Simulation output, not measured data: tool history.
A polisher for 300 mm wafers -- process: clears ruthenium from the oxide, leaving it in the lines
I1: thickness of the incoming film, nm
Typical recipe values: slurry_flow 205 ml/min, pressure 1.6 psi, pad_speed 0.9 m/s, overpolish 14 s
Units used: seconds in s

run 1 hour=0 | slurry_flow=205 pressure=1.6 pad_speed=0.9 overpolish=14 | I1=81.1 | seconds=113.9
run 2 hour=72 | slurry_flow=205 pressure=1.6 pad_speed=0.9 overpolish=19 | I1=80.1 | seconds=118.4
run 3 hour=123.3 | slurry_flow=205 pressure=1.6 pad_speed=0.9 overpolish=14 | I1=81 | seconds=118.8
-- hour=154.9 head pressure recalibrated
run 4 hour=171.6 | slurry_flow=205 pressure=1.6 pad_speed=0.9 overpolish=14 | I1=79.9 | seconds=118.4
-- hour=175.2 slurry nozzle cleaned
run 5 hour=242.3 | slurry_flow=205 pressure=1.6 pad_speed=0.72 overpolish=14 | I1=79.7 | seconds=156.4
-- hour=273.6 worn pad replaced by a new one
run 6 hour=461.4 | slurry_flow=205 pressure=1.6 pad_speed=0.72 overpolish=14 | I1=81 | seconds=156.1
run 7 hour=529 | slurry_flow=205 pressure=1.6 pad_speed=0.72 overpolish=14 | I1=80.3 | seconds=154.7
-- hour=563 worn pad replaced by a new one
run 8 hour=617.9 | slurry_flow=205 pressure=1.6 pad_speed=0.9 overpolish=9 | I1=79.7 | seconds=112.9
run 9 hour=717.1 | slurry_flow=205 pressure=1.6 pad_speed=0.9 overpolish=9 | I1=80 | seconds=117.2
run 10 hour=784.5 | slurry_flow=205 pressure=1.6 pad_speed=0.9 overpolish=14 | I1=80.8 | seconds=120.7
-- hour=809.1 head pressure recalibrated
run 11 hour=867.8 | slurry_flow=205 pressure=1.6 pad_speed=0.9 overpolish=14 | I1=79.8 | seconds=129.5
-- hour=901.5 worn pad replaced by a new one
run 12 hour=919.7 | slurry_flow=225 pressure=1.6 pad_speed=0.9 overpolish=14 | I1=80.9 | seconds=119.7
-- hour=933.6 slurry nozzle cleaned
run 13 hour=978.6 | slurry_flow=260 pressure=1.1 pad_speed=0.9 overpolish=14 | I1=79.6 | seconds=162
run 14 hour=1046 | slurry_flow=205 pressure=1.6 pad_speed=0.72 overpolish=14 | I1=79.1 | seconds=141.4
run 15 hour=1108 | slurry_flow=225 pressure=2.1 pad_speed=1.18 overpolish=7 | I1=80.7 | seconds=68.8
run 16 hour=1193.6 | slurry_flow=270 pressure=1.6 pad_speed=0.64 overpolish=14 | I1=79.3 | seconds=177.3
run 17 hour=1246.8 | slurry_flow=205 pressure=1.6 pad_speed=1.18 overpolish=14 | I1=81.6 | seconds=103.5
-- hour=1266.8 worn pad replaced by a new one
run 18 hour=1316.9 | slurry_flow=205 pressure=1.6 pad_speed=1.04 overpolish=7 | I1=79.4 | seconds=102
run 19 hour=1398.4 | slurry_flow=255 pressure=1.6 pad_speed=1.14 overpolish=14 | I1=80.6 | seconds=90.2
-- hour=1469.2 head pressure recalibrated
run 20 hour=1492.5 | slurry_flow=205 pressure=1.6 pad_speed=1 overpolish=12 | I1=78.9 | seconds=105
run 21 hour=1597.3 | slurry_flow=245 pressure=1.6 pad_speed=0.9 overpolish=14 | I1=79.7 | seconds=128.4

Alternative continuations, all from the tool just after run 21; predict every row:
run A hour=1597.8 | slurry_flow=205 pressure=1.6 pad_speed=0.76 overpolish=14 | I1=79.6 | seconds=?
run B hour=1597.8 | slurry_flow=205 pressure=1.3 pad_speed=0.8 overpolish=14 | I1=79.6 | seconds=?
run C hour=1597.8 | slurry_flow=205 pressure=1.3 pad_speed=0.9 overpolish=16 | I1=79.6 | seconds=?
run D hour=1597.8 | slurry_flow=205 pressure=1.6 pad_speed=0.9 overpolish=10 | I1=79.6 | seconds=?

run=A seconds=160.3
run=B seconds=187.4
run=C seconds=166.6
run=D seconds=135.4
Take away the tool's hidden state, keep each run's random variation, and the runs would have read:
run=A seconds=137.8
run=B seconds=161.1
run=C seconds=143.2
run=D seconds=116.4
